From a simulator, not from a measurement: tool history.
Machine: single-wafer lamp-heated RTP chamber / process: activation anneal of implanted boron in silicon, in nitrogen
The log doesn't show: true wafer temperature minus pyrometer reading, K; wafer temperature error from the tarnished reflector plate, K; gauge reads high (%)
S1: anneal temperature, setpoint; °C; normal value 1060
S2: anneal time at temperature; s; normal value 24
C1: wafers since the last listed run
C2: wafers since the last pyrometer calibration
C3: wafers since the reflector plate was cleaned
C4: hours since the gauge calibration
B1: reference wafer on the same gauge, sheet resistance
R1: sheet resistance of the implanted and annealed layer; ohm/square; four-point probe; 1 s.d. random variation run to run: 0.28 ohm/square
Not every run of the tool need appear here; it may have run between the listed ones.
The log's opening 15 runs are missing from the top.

run   hour    S1  S2    C1    C2     C3     C4      B1      R1
 16  446.6  1060  24   410  1524  10863   56.7  217.04  187.02
 17  465.9  1060  24   249  1773  11113   76.0  216.88  187.13
 18  495.5  1060  24   383  2156  11496  105.6  216.92  187.15
 19  513.8  1037  10   236  2393  11733  123.9  217.07  190.84
 20  538.6  1081  29   320  2714  12054  148.7  216.93  185.55
 21  571.5  1060  24   425  3140  12480  181.6  216.93  186.75
     621.6  -- reflector plate cleaned
     681.2  -- pyrometer window cleaned and pyrometer calibrated
 22  681.7  1079  38  1219     6    673  291.8  216.96  184.83
 23  705.9  1035  13   313   320    986  316.0  217.06  190.17
 24  740.2  1081  18   443   763   1430  350.3  217.04  186.47
 25  764.4  1043  18   313  1077   1744  374.5  217.07  188.61
 26  778.5  1050  13   182  1259   1926  388.6  216.98  189.25
 27  798.3  1072  24   256  1515   2182  408.4  216.93  186.66
 28  813.3  1060  24   194  1710   2376  423.4  217.05  187.43
 29  846.4  1060  36   428  2138   2805  456.5  216.86  185.93

Expected results for the next run?
 30  868.4  1050  28  284  2423  3090  478.5   ?   ?

B1: 217.06
R1: 187.44 ohm/square
The same run, on a tool lacking any hidden state, would have yielded R1 187.44 ohm/square.
